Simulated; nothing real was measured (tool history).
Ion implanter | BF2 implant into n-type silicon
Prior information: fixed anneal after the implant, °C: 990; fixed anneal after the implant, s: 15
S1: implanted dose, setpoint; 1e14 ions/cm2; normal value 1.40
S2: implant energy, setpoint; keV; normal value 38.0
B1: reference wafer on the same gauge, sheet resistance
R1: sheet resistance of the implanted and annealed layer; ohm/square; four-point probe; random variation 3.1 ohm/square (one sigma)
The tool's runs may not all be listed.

run,hour,S1,S2,B1,R1
1,0.0,1.40,38.0,583.62,648.54
2,34.6,1.40,38.0,585.60,646.40
3,79.6,1.40,38.0,584.00,650.61
4,108.5,1.40,38.0,583.03,650.60
5,129.5,1.40,38.0,583.40,649.75
6,148.2,1.40,38.0,583.31,647.02
7,170.4,1.40,46.5,583.82,630.84
8,203.8,1.40,46.5,583.97,626.20
9,234.1,1.40,46.5,585.45,625.45
10,262.7,1.40,45.0,583.80,633.21
# hour 281.5: extraction supply calibrated
11,286.9,1.40,45.0,583.53,629.31
12,313.2,1.79,44.0,583.85,528.95
13,327.1,1.25,38.0,582.88,707.06
14,344.1,1.06,48.5,583.74,779.01
15,367.9,1.40,38.0,584.21,647.92

Run 16, settings as shown, results not yet in. Your forecast:
16,386.9,1.40,38.0,?,?

Logged for run 16: B1 584.46, R1 649.50 ohm/square.
Take away the tool's hidden state, keep the run-to-run variation as it was, and the same run would have given R1 649.50 ohm/square.
